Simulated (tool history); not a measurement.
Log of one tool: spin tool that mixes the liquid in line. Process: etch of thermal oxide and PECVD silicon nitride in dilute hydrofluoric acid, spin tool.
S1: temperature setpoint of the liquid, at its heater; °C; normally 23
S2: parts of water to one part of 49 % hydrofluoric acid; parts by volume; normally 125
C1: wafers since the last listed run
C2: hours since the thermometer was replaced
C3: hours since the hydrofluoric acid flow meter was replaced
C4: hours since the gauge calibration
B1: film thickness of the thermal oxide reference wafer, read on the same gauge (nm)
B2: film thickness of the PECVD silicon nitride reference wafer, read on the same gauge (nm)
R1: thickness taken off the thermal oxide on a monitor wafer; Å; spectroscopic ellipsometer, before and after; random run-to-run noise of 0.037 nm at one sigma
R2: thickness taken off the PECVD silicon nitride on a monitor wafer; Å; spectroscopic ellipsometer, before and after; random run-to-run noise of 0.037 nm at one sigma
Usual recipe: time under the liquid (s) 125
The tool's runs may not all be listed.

Run 1, hour 0: usual settings but time under the liquid (s) 145; C1 0; C2 1922.2; C3 408.6; C4 35.6; B1 150.04; B2 150.05. Result: R1 45.85 Å, R2 61.3 Å.
Run 2, hour 43.4: usual settings but time under the liquid (s) 145; C1 448; C2 1965.6; C3 452; C4 79; B1 149.989; B2 149.99. Result: R1 46.34 Å, R2 61.5 Å.
At hour 60: thermometer replaced.
Run 3, hour 200.7: usual settings but S1 26.5 °C, S2 145 parts by volume, time under the liquid (s) 165; C1 1614; C2 140.7; C3 609.3; C4 236.3; B1 150.002; B2 149.98. Result: R1 49.98 Å, R2 75.5 Å.
Run 4, hour 254.7: usual settings but S2 145 parts by volume; C1 557; C2 194.7; C3 663.3; C4 290.3; B1 150.012; B2 150. Result: R1 32.79 Å, R2 45.7 Å.
Run 5, hour 291: usual settings but S1 20.5 °C; C1 375; C2 231; C3 699.6; C4 326.6; B1 149.949; B2 150.03. Result: R1 35.01 Å, R2 44.3 Å.
Run 6, hour 336.2: usual settings but S1 18.5 °C, S2 160 parts by volume; C1 466; C2 276.2; C3 744.8; C4 371.8; B1 150.051; B2 150.01. Result: R1 24.71 Å, R2 30.5 Å.
Run 7, hour 360.3: usual settings but S1 27 °C, time under the liquid (s) 85; C1 248; C2 300.3; C3 768.9; C4 395.9; B1 149.956; B2 150. Result: R1 30.41 Å, R2 45.6 Å.
Run 8, hour 385.3: usual settings but S2 165 parts by volume; C1 258; C2 325.3; C3 793.9; C4 420.9; B1 149.999; B2 149.99. Result: R1 27.97 Å, R2 39.1 Å.
Run 9, hour 443.7: usual settings; C1 603; C2 383.7; C3 852.3; C4 479.3; B1 149.94; B2 149.98. Result: R1 38.66 Å, R2 51.4 Å.
Run 10, hour 492.1: usual settings but S1 20.5 °C, time under the liquid (s) 60; C1 500; C2 432.1; C3 900.7; C4 527.7; B1 149.966; B2 150.02. Result: R1 16.71 Å, R2 20.9 Å.
Run 11, hour 528.6: usual settings but S1 19 °C, time under the liquid (s) 70; C1 377; C2 468.6; C3 937.2; C4 564.2; B1 150.005; B2 149.96. Result: R1 18.19 Å, R2 22.3 Å.
Run 12, hour 568.8: usual settings but S1 19.5 °C, S2 150 parts by volume; C1 415; C2 508.8; C3 977.4; C4 604.4; B1 149.991; B2 149.97. Result: R1 26.77 Å, R2 33.9 Å.
Run 13, hour 606.9: usual settings but S2 165 parts by volume; C1 393; C2 546.9; C3 1015.5; C4 642.5; B1 149.982; B2 150.01. Result: R1 27.22 Å, R2 39 Å.
Run 14, hour 675.5: usual settings but S1 21.5 °C, S2 110 parts by volume, time under the liquid (s) 90; C1 708; C2 615.5; C3 1084.1; C4 711.1; B1 150.019; B2 149.99. Result: R1 29.67 Å, R2 38 Å.
Run 15, hour 702.4: usual settings but S1 21 °C, S2 75 parts by volume, time under the liquid (s) 180; C1 277; C2 642.4; C3 1111; C4 738; B1 149.979; B2 149.96. Result: R1 88.13 Å, R2 106.8 Å.
Run 16, hour 753.8: usual settings but S1 26.5 °C, S2 90 parts by volume; C1 531; C2 693.8; C3 1162.4; C4 789.4; B1 150.068; B2 149.99. Result: R1 61.67 Å, R2 87.6 Å.
Run 17, hour 779.9: usual settings but S1 18.5 °C, S2 110 parts by volume, time under the liquid (s) 70; C1 269; C2 719.9; C3 1188.5; C4 815.5; B1 149.975; B2 150.02. Result: R1 20.58 Å, R2 23.7 Å.
Run 18, hour 830.8: usual settings but S1 21 °C, S2 75 parts by volume; C1 525; C2 770.8; C3 1239.4; C4 866.4; B1 150.053; B2 150. Result: R1 61.03 Å, R2 72.8 Å.
At hour 854: hydrofluoric acid flow meter replaced.
Run 19, hour 999.4: usual settings but S2 75 parts by volume, time under the liquid (s) 60; C1 1731; C2 939.4; C3 145.4; C4 1035; B1 149.996; B2 149.99. Result: R1 34.34 Å, R2 43.3 Å.
Run 20, hour 1027.4: usual settings but S1 21 °C, S2 145 parts by volume, time under the liquid (s) 190; C1 289; C2 967.4; C3 173.4; C4 1063; B1 150.02; B2 150. Result: R1 48.02 Å, R2 62.2 Å.
Run 21, hour 1069.8: usual settings but S2 145 parts by volume; C1 438; C2 1009.8; C3 215.8; C4 1105.4; B1 149.99; B2 150.03. Result: R1 34.36 Å, R2 46.8 Å.
Run 22, hour 1111.4: usual settings but time under the liquid (s) 175; C1 429; C2 1051.4; C3 257.4; C4 1147; B1 149.985; B2 149.99. Result: R1 55.95 Å, R2 75.9 Å.
Run 23, hour 1274.4: usual settings; C1 1684; C2 1214.4; C3 420.4; C4 1310; B1 150.022; B2 149.98. Result: R1 40.02 Å, R2 53.5 Å.
Run 24, hour 1327.7: usual settings but S1 27 °C, S2 185 parts by volume, time under the liquid (s) 150; C1 550; C2 1267.7; C3 473.7; C4 1363.3; B1 150.016; B2 149.98. Result: R1 34.87 Å, R2 56.4 Å.
Run 25, hour 1365.8: usual settings but S2 150 parts by volume; C1 393; C2 1305.8; C3 511.8; C4 1401.4; B1 149.974; B2 149.99. Result: R1 32.25 Å, R2 44.7 Å.
Run 26, hour 1411.2: usual settings but S1 20.5 °C, S2 80 parts by volume, time under the liquid (s) 80; C1 469; C2 1351.2; C3 557.2; C4 1446.8; B1 150.013; B2 149.98. Result: R1 37.42 Å, R2 44.6 Å.
Run 27, hour 1483.1: usual settings but S1 21 °C, S2 150 parts by volume, time under the liquid (s) 65; C1 742; C2 1423.1; C3 629.1; C4 1518.7; B1 149.99; B2 149.98. Result: R1 15.15 Å, R2 20.1 Å.

Forecast each of these 3 alternatives for the next run:
Run A, hour 1483.6: usual settings; C1 5; C2 1423.6; C3 629.6; C4 1519.2; B1 ?; B2 ?. Result: R1 ?, R2 ?.
Run B, hour 1483.6: usual settings but time under the liquid (s) 195; C1 5; C2 1423.6; C3 629.6; C4 1519.2; B1 ?; B2 ?. Result: R1 ?, R2 ?.
Run C, hour 1483.6: usual settings but S1 26.5 °C, S2 105 parts by volume, time under the liquid (s) 100; C1 5; C2 1423.6; C3 629.6; C4 1519.2; B1 ?; B2 ?. Result: R1 ?, R2 ?.

run       B1      B2     R1    R2
  A  150.017  149.96  38.98  53.1
  B  150.017  149.96  60.82  82.8
  C  150.017  149.96  43.61  63.3
What these runs would have given with no unlogged condition in the tool:
run     R1    R2
  A  40.86  55.2
  B  63.74  86.2
  C  45.69  65.9
